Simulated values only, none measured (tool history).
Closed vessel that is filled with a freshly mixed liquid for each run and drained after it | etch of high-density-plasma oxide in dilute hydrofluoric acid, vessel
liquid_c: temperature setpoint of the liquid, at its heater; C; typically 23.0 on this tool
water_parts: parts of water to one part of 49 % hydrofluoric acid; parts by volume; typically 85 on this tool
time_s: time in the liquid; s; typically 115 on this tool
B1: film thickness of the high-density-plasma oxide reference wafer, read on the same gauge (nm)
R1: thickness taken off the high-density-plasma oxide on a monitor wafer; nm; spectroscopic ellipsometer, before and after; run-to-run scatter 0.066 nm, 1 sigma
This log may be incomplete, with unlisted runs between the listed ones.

run 1 hour=0.0 | liquid_c=23.0 water_parts=75 time_s=115 | B1=139.97 | R1=9.69
run 2 hour=26.9 | liquid_c=23.0 water_parts=75 time_s=115 | B1=140.00 | R1=9.88
run 3 hour=56.9 | liquid_c=23.0 water_parts=70 time_s=115 | B1=139.98 | R1=10.48
run 4 hour=88.2 | liquid_c=23.0 water_parts=70 time_s=115 | B1=140.02 | R1=10.51
run 5 hour=101.9 | liquid_c=23.0 water_parts=85 time_s=165 | B1=140.01 | R1=12.23
run 6 hour=125.6 | liquid_c=23.0 water_parts=85 time_s=165 | B1=140.02 | R1=12.41
run 7 hour=150.1 | liquid_c=23.0 water_parts=85 time_s=165 | B1=139.98 | R1=12.24
run 8 hour=179.7 | liquid_c=23.0 water_parts=85 time_s=115 | B1=139.97 | R1=8.58
run 9 hour=215.1 | liquid_c=23.0 water_parts=85 time_s=115 | B1=140.00 | R1=8.46
run 10 hour=242.6 | liquid_c=23.0 water_parts=85 time_s=115 | B1=139.97 | R1=8.57
run 11 hour=260.7 | liquid_c=23.0 water_parts=100 time_s=155 | B1=140.02 | R1=9.60
-- hour=265.9 thermometer replaced
-- hour=275.3 gauge calibrated
run 12 hour=285.8 | liquid_c=23.0 water_parts=100 time_s=155 | B1=139.99 | R1=10.82
run 13 hour=321.4 | liquid_c=23.0 water_parts=85 time_s=115 | B1=140.01 | R1=9.69
run 14 hour=342.5 | liquid_c=23.0 water_parts=110 time_s=115 | B1=140.02 | R1=7.25
run 15 hour=356.6 | liquid_c=23.0 water_parts=110 time_s=115 | B1=139.96 | R1=7.23
run 16 hour=374.5 | liquid_c=18.5 water_parts=65 time_s=50 | B1=140.03 | R1=4.67
run 17 hour=408.8 | liquid_c=19.5 water_parts=60 time_s=60 | B1=139.97 | R1=6.21
run 18 hour=421.2 | liquid_c=26.0 water_parts=110 time_s=85 | B1=140.02 | R1=5.95
run 19 hour=476.2 | liquid_c=25.5 water_parts=85 time_s=115 | B1=140.03 | R1=10.60
-- hour=491.8 hydrofluoric acid flow meter replaced
run 20 hour=500.8 | liquid_c=23.0 water_parts=110 time_s=140 | B1=140.03 | R1=7.84
run 21 hour=532.0 | liquid_c=23.0 water_parts=85 time_s=115 | B1=140.00 | R1=8.42
run 22 hour=550.4 | liquid_c=27.5 water_parts=105 time_s=95 | B1=139.99 | R1=6.62
run 23 hour=565.1 | liquid_c=25.5 water_parts=105 time_s=140 | B1=139.99 | R1=8.91
run 24 hour=587.1 | liquid_c=21.0 water_parts=115 time_s=175 | B1=140.00 | R1=8.47
run 25 hour=604.1 | liquid_c=23.0 water_parts=85 time_s=115 | B1=139.99 | R1=8.36
run 26 hour=619.1 | liquid_c=23.0 water_parts=85 time_s=115 | B1=140.00 | R1=8.36
run 27 hour=643.6 | liquid_c=23.0 water_parts=85 time_s=115 | B1=139.96 | R1=8.44
run 28 hour=676.5 | liquid_c=23.0 water_parts=100 time_s=115 | B1=139.99 | R1=7.00
run 29 hour=692.2 | liquid_c=20.0 water_parts=125 time_s=170 | B1=140.01 | R1=7.12
run 30 hour=723.2 | liquid_c=26.5 water_parts=120 time_s=135 | B1=139.95 | R1=7.56
run 31 hour=756.5 | liquid_c=25.5 water_parts=65 time_s=170 | B1=140.04 | R1=18.49
run 32 hour=837.1 | liquid_c=27.0 water_parts=95 time_s=115 | B1=139.99 | R1=8.78

Branching from run 32: 4 alternative next runs. What would each branch give?
run A hour=837.8 | liquid_c=19.5 water_parts=85 time_s=115 | B1=? | R1=?
run B hour=837.8 | liquid_c=26.5 water_parts=85 time_s=55 | B1=? | R1=?
run C hour=837.8 | liquid_c=23.0 water_parts=85 time_s=145 | B1=? | R1=?
run D hour=837.8 | liquid_c=23.0 water_parts=55 time_s=160 | B1=? | R1=?

run=A B1=139.98 R1=7.20
run=B B1=139.98 R1=4.59
run=C B1=139.98 R1=10.50
run=D B1=139.98 R1=18.56
Without the tool's unlogged condition, the same runs would have read:
run=A R1=7.36
run=B R1=4.67
run=C R1=10.71
run=D R1=18.96
